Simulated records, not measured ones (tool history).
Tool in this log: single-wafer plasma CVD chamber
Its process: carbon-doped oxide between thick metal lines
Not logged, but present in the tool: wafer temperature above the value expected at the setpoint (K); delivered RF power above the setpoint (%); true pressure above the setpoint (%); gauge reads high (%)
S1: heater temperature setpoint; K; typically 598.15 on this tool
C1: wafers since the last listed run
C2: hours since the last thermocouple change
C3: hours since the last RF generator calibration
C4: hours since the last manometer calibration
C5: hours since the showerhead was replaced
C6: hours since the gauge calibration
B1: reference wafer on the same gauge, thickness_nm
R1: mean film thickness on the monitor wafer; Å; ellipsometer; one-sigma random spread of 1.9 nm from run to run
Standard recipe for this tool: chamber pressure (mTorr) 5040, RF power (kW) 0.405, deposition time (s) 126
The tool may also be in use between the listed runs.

{"run": 1, "hour": 0.0, "S1": 603.15, "chamber pressure (mTorr)": 5040, "RF power (kW)": 0.405, "deposition time (s)": 126, "C1": 0, "C2": 276.8, "C3": 917.6, "C4": 382.0, "C5": 5295.1, "C6": 1408.2, "B1": 507.457, "R1": 6227.37}
{"hour": 8.4, "done": "RF generator calibrated"}
{"run": 2, "hour": 65.8, "S1": 598.15, "chamber pressure (mTorr)": 4090, "RF power (kW)": 0.405, "deposition time (s)": 137, "C1": 683, "C2": 342.6, "C3": 57.4, "C4": 447.8, "C5": 5360.9, "C6": 1474.0, "B1": 507.68, "R1": 6556.48}
{"run": 3, "hour": 139.1, "S1": 598.15, "chamber pressure (mTorr)": 5040, "RF power (kW)": 0.36, "deposition time (s)": 132, "C1": 866, "C2": 415.9, "C3": 130.7, "C4": 521.1, "C5": 5434.2, "C6": 1547.3, "B1": 508.834, "R1": 6249.81}
{"run": 4, "hour": 202.9, "S1": 604.15, "chamber pressure (mTorr)": 4220, "RF power (kW)": 0.405, "deposition time (s)": 126, "C1": 754, "C2": 479.7, "C3": 194.5, "C4": 584.9, "C5": 5498.0, "C6": 1611.1, "B1": 509.164, "R1": 5978.72}
{"run": 5, "hour": 362.8, "S1": 604.15, "chamber pressure (mTorr)": 4220, "RF power (kW)": 0.405, "deposition time (s)": 126, "C1": 1890, "C2": 639.6, "C3": 354.4, "C4": 744.8, "C5": 5657.9, "C6": 1771.0, "B1": 510.229, "R1": 5955.08}
{"run": 6, "hour": 408.5, "S1": 604.15, "chamber pressure (mTorr)": 4220, "RF power (kW)": 0.405, "deposition time (s)": 126, "C1": 540, "C2": 685.3, "C3": 400.1, "C4": 790.5, "C5": 5703.6, "C6": 1816.7, "B1": 510.67, "R1": 5983.18}
{"run": 7, "hour": 463.5, "S1": 588.15, "chamber pressure (mTorr)": 5040, "RF power (kW)": 0.405, "deposition time (s)": 137, "C1": 650, "C2": 740.3, "C3": 455.1, "C4": 845.5, "C5": 5758.6, "C6": 1871.7, "B1": 510.949, "R1": 7133.68}
{"run": 8, "hour": 520.7, "S1": 588.15, "chamber pressure (mTorr)": 5040, "RF power (kW)": 0.405, "deposition time (s)": 137, "C1": 676, "C2": 797.5, "C3": 512.3, "C4": 902.7, "C5": 5815.8, "C6": 1928.9, "B1": 511.541, "R1": 7168.53}
{"run": 9, "hour": 550.0, "S1": 598.15, "chamber pressure (mTorr)": 5040, "RF power (kW)": 0.405, "deposition time (s)": 126, "C1": 346, "C2": 826.8, "C3": 541.6, "C4": 932.0, "C5": 5845.1, "C6": 1958.2, "B1": 511.748, "R1": 6363.74}
{"run": 10, "hour": 588.0, "S1": 598.15, "chamber pressure (mTorr)": 5040, "RF power (kW)": 0.405, "deposition time (s)": 126, "C1": 449, "C2": 864.8, "C3": 579.6, "C4": 970.0, "C5": 5883.1, "C6": 1996.2, "B1": 512.071, "R1": 6415.18}
{"run": 11, "hour": 635.1, "S1": 604.15, "chamber pressure (mTorr)": 4160, "RF power (kW)": 0.345, "deposition time (s)": 126, "C1": 556, "C2": 911.9, "C3": 626.7, "C4": 1017.1, "C5": 5930.2, "C6": 2043.3, "B1": 511.866, "R1": 5505.69}
{"hour": 650.8, "done": "capacitance manometer re-zeroed and calibrated"}
{"run": 12, "hour": 678.5, "S1": 592.15, "chamber pressure (mTorr)": 5040, "RF power (kW)": 0.45, "deposition time (s)": 126, "C1": 418, "C2": 955.3, "C3": 670.1, "C4": 27.7, "C5": 5973.6, "C6": 2086.7, "B1": 512.578, "R1": 6858.37}
{"run": 13, "hour": 728.4, "S1": 598.15, "chamber pressure (mTorr)": 5370, "RF power (kW)": 0.405, "deposition time (s)": 126, "C1": 589, "C2": 1005.2, "C3": 720.0, "C4": 77.6, "C5": 6023.5, "C6": 2136.6, "B1": 513.103, "R1": 6472.52}
{"hour": 749.1, "done": "RF generator calibrated"}
{"hour": 761.7, "done": "gauge calibrated"}
{"hour": 804.9, "done": "thermocouple changed; heater temperature recalibrated"}
{"run": 14, "hour": 805.4, "S1": 610.15, "chamber pressure (mTorr)": 5570, "RF power (kW)": 0.36, "deposition time (s)": 126, "C1": 721, "C2": 0.5, "C3": 56.3, "C4": 154.6, "C5": 6100.5, "C6": 43.7, "B1": 498.431, "R1": 5791.56}
{"run": 15, "hour": 854.0, "S1": 598.15, "chamber pressure (mTorr)": 5920, "RF power (kW)": 0.405, "deposition time (s)": 126, "C1": 574, "C2": 49.1, "C3": 104.9, "C4": 203.2, "C5": 6149.1, "C6": 92.3, "B1": 498.748, "R1": 6371.72}
{"run": 16, "hour": 891.9, "S1": 588.15, "chamber pressure (mTorr)": 5040, "RF power (kW)": 0.405, "deposition time (s)": 137, "C1": 448, "C2": 87.0, "C3": 142.8, "C4": 241.1, "C5": 6187.0, "C6": 130.2, "B1": 498.742, "R1": 6928.36}
{"run": 17, "hour": 931.7, "S1": 598.15, "chamber pressure (mTorr)": 5040, "RF power (kW)": 0.405, "deposition time (s)": 126, "C1": 470, "C2": 126.8, "C3": 182.6, "C4": 280.9, "C5": 6226.8, "C6": 170.0, "B1": 499.124, "R1": 6202.22}
{"run": 18, "hour": 992.2, "S1": 603.15, "chamber pressure (mTorr)": 5930, "RF power (kW)": 0.365, "deposition time (s)": 139, "C1": 715, "C2": 187.3, "C3": 243.1, "C4": 341.4, "C5": 6287.3, "C6": 230.5, "B1": 499.776, "R1": 6556.37}
{"run": 19, "hour": 1039.4, "S1": 610.15, "chamber pressure (mTorr)": 5460, "RF power (kW)": 0.43, "deposition time (s)": 147, "C1": 558, "C2": 234.5, "C3": 290.3, "C4": 388.6, "C5": 6334.5, "C6": 277.7, "B1": 500.086, "R1": 7349.47}
{"run": 20, "hour": 1107.7, "S1": 598.15, "chamber pressure (mTorr)": 5040, "RF power (kW)": 0.405, "deposition time (s)": 126, "C1": 807, "C2": 302.8, "C3": 358.6, "C4": 456.9, "C5": 6402.8, "C6": 346.0, "B1": 500.64, "R1": 6219.79}
{"hour": 1133.2, "done": "showerhead replaced"}
{"run": 21, "hour": 1288.6, "S1": 598.15, "chamber pressure (mTorr)": 4140, "RF power (kW)": 0.405, "deposition time (s)": 140, "C1": 2044, "C2": 483.7, "C3": 539.5, "C4": 637.8, "C5": 155.4, "C6": 526.9, "B1": 501.969, "R1": 6644.26}
{"run": 22, "hour": 1332.4, "S1": 604.15, "chamber pressure (mTorr)": 4220, "RF power (kW)": 0.405, "deposition time (s)": 126, "C1": 517, "C2": 527.5, "C3": 583.3, "C4": 681.6, "C5": 199.2, "C6": 570.7, "B1": 502.456, "R1": 5896.95}
{"run": 23, "hour": 1418.4, "S1": 607.15, "chamber pressure (mTorr)": 5040, "RF power (kW)": 0.405, "deposition time (s)": 134, "C1": 1016, "C2": 613.5, "C3": 669.3, "C4": 767.6, "C5": 285.2, "C6": 656.7, "B1": 502.981, "R1": 6478.59}
{"run": 24, "hour": 1480.7, "S1": 598.15, "chamber pressure (mTorr)": 5040, "RF power (kW)": 0.405, "deposition time (s)": 107, "C1": 736, "C2": 675.8, "C3": 731.6, "C4": 829.9, "C5": 347.5, "C6": 719.0, "B1": 503.341, "R1": 5353.04}
{"run": 25, "hour": 1548.0, "S1": 598.15, "chamber pressure (mTorr)": 4430, "RF power (kW)": 0.45, "deposition time (s)": 119, "C1": 795, "C2": 743.1, "C3": 798.9, "C4": 897.2, "C5": 414.8, "C6": 786.3, "B1": 504.198, "R1": 6058.26}
{"run": 26, "hour": 1579.6, "S1": 584.15, "chamber pressure (mTorr)": 5040, "RF power (kW)": 0.405, "deposition time (s)": 126, "C1": 373, "C2": 774.7, "C3": 830.5, "C4": 928.8, "C5": 446.4, "C6": 817.9, "B1": 504.11, "R1": 6560.47}
{"hour": 1598.5, "done": "RF generator calibrated"}
{"run": 27, "hour": 1628.6, "S1": 598.15, "chamber pressure (mTorr)": 5870, "RF power (kW)": 0.335, "deposition time (s)": 126, "C1": 484, "C2": 823.7, "C3": 30.1, "C4": 977.8, "C5": 495.4, "C6": 866.9, "B1": 504.587, "R1": 5826.56}
{"run": 28, "hour": 1667.1, "S1": 613.15, "chamber pressure (mTorr)": 5910, "RF power (kW)": 0.475, "deposition time (s)": 126, "C1": 455, "C2": 862.2, "C3": 68.6, "C4": 1016.3, "C5": 533.9, "C6": 905.4, "B1": 505.158, "R1": 6746.45}

A few steps of R1 between consecutive runs. Split each: what settings, incoming material and random variation would produce without the hidden state, and what is left over for the hidden state, along with gauge scatter present in only one of the two compared results (measured, and without hidden state):
Run 6 -> 7: S1 604.15 -> 588.15, chamber pressure (mTorr) 4220 -> 5040, deposition time (s) 126 -> 137. R1 +1150.50 Å: hidden state +31.82, all else +1118.68.
Run 11 -> 12: S1 604.15 -> 592.15, chamber pressure (mTorr) 4160 -> 5040, RF power (kW) 0.345 -> 0.450, capacitance manometer re-zeroed and calibrated. R1 +1352.68 Å: hidden state +39.47, all else +1313.21.
Run 13 -> 14: S1 598.15 -> 610.15, chamber pressure (mTorr) 5370 -> 5570, RF power (kW) 0.405 -> 0.360, RF generator calibrated, gauge calibrated, thermocouple changed; heater temperature recalibrated. R1 -680.96 Å: hidden state -185.32, all else -495.64.
